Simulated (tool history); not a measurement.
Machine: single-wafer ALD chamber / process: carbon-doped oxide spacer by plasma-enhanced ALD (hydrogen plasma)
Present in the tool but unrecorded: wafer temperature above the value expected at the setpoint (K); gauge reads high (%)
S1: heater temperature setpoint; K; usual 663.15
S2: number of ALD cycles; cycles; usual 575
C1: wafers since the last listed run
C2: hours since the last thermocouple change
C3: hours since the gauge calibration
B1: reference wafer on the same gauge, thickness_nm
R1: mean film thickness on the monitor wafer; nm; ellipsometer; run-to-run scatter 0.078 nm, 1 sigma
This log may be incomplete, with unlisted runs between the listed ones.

run   hour      S1   S2  C1      C2     C3      B1      R1
  1      0  663.15  575   0  1983.2  209.7  37.126  31.385
  2    6.5  663.15  575   5  1989.7  216.2  37.082  31.442
  3     21  670.15  575  11  2004.2  230.7  37.032  31.291
  4   36.8  670.15  575  12    2020  246.5  37.103  31.279
  5   52.8  670.15  575  12    2036  262.5  37.113  31.292
  6   69.6  669.15  575  12  2052.8  279.3  37.096  31.435
  7   87.3  669.15  575  13  2070.5    297  37.113  31.333
  8  100.6  655.15  575  10  2083.8  310.3   37.13  31.393
  9  115.4  655.15  575  11  2098.6  325.1  37.132  31.381
 10  133.2  655.15  575  13  2116.4  342.9  37.056  31.448
 11  144.6  654.15  609   8  2127.8  354.3  37.074  33.123
 12  154.3  663.15  575   7  2137.5    364  37.151  31.332
 13  169.2  663.15  575  11  2152.4  378.9   37.06  31.359
 14  181.7  663.15  575   9  2164.9  391.4  37.076  31.323
 15  188.2  656.15  575   5  2171.4  397.9  37.112  31.419
 16  194.7  656.15  575   5  2177.9  404.4  37.104  31.341
 17  205.3  663.15  506   8  2188.5    415  37.094  27.604
 18  221.8  657.15  603  12    2205  431.5  37.093  32.912
 19  234.5  659.15  533   9  2217.7  444.2   37.11  29.133
 20  261.9  659.15  533  21  2245.1  471.6   37.11  28.941
 21  273.3  659.15  533   8  2256.5    483  37.087  29.212
 22  287.5  663.15  575  10  2270.7  497.2  37.053  31.381
 23  301.5  663.15  575  10  2284.7  511.2  37.094  31.478
 24  316.1  663.15  624  11  2299.3  525.8  37.081   33.92
     329.8  -- thermocouple changed; heater temperature recalibrated
 25  330.3  671.15  617   4     0.5    540  37.128  33.677
 26  338.4  663.15  575   6     8.6  548.1  37.088  31.256
     343.3  -- gauge calibrated
 27  346.3  663.15  575   6    16.5      3  37.099  31.228
 28  359.8  668.15  672  10      30   16.5  37.126   36.58
 29  366.4  667.15  650   5    36.6   23.1  37.086  35.451
 30  374.4  677.15  575   6    44.6   31.1  37.061  31.058
 31  387.7  667.15  575  10    57.9   44.4  37.105  31.376
 32  396.2  663.15  575   6    66.4   52.9  37.122  31.464
 33  403.5  650.15  505   5    73.7   60.2  37.095  27.574
 34  411.9  670.15  575   6    82.1   68.6  37.092  31.268
 35  428.1  650.15  505  12    98.3   84.8  37.068  27.548
 36  444.7  663.15  575  12   114.9  101.4  37.114    31.4
 37  460.3  670.15  575  12   130.5    117  37.087   31.35
 38  472.5  656.15  535   9   142.7  129.2  37.074  29.087
 39  480.2  663.15  641   5   150.4  136.9  37.161  34.908
 40  486.7  663.15  504   5   156.9  143.4  37.072   27.57
 41  502.4  669.15  485  12   172.6  159.1  37.128  26.374
 42  514.1  671.15  575   9   184.3  170.8    37.1  31.358
 43  530.9  663.15  575  12   201.1  187.6  37.115  31.321
 44  542.8  655.15  615   9     213  199.5  37.088   33.58
 45    556  663.15  575  10   226.2  212.7  37.061  31.475
 46  562.8  658.15  672   5     233  219.5  37.083  36.482
 47  591.4  663.15  475  22   261.6  248.1  37.107  25.952

Forecast each of these 4 alternatives for the next run:
  A  592.7  663.15  460   1  262.9  249.4   ?   ?
  B  592.7  675.15  575   1  262.9  249.4   ?   ?
  C  592.7  671.15  610   1  262.9  249.4   ?   ?
  D  592.7  663.15  519   1  262.9  249.4   ?   ?

run      B1      R1
  A  37.117  25.098
  B  37.117  31.186
  C  37.117  33.282
  D  37.117  28.317
Take away the tool's hidden state, keep each run's random variation, and the runs would have read:
run      R1
  A  25.098
  B  31.186
  C  33.282
  D  28.317

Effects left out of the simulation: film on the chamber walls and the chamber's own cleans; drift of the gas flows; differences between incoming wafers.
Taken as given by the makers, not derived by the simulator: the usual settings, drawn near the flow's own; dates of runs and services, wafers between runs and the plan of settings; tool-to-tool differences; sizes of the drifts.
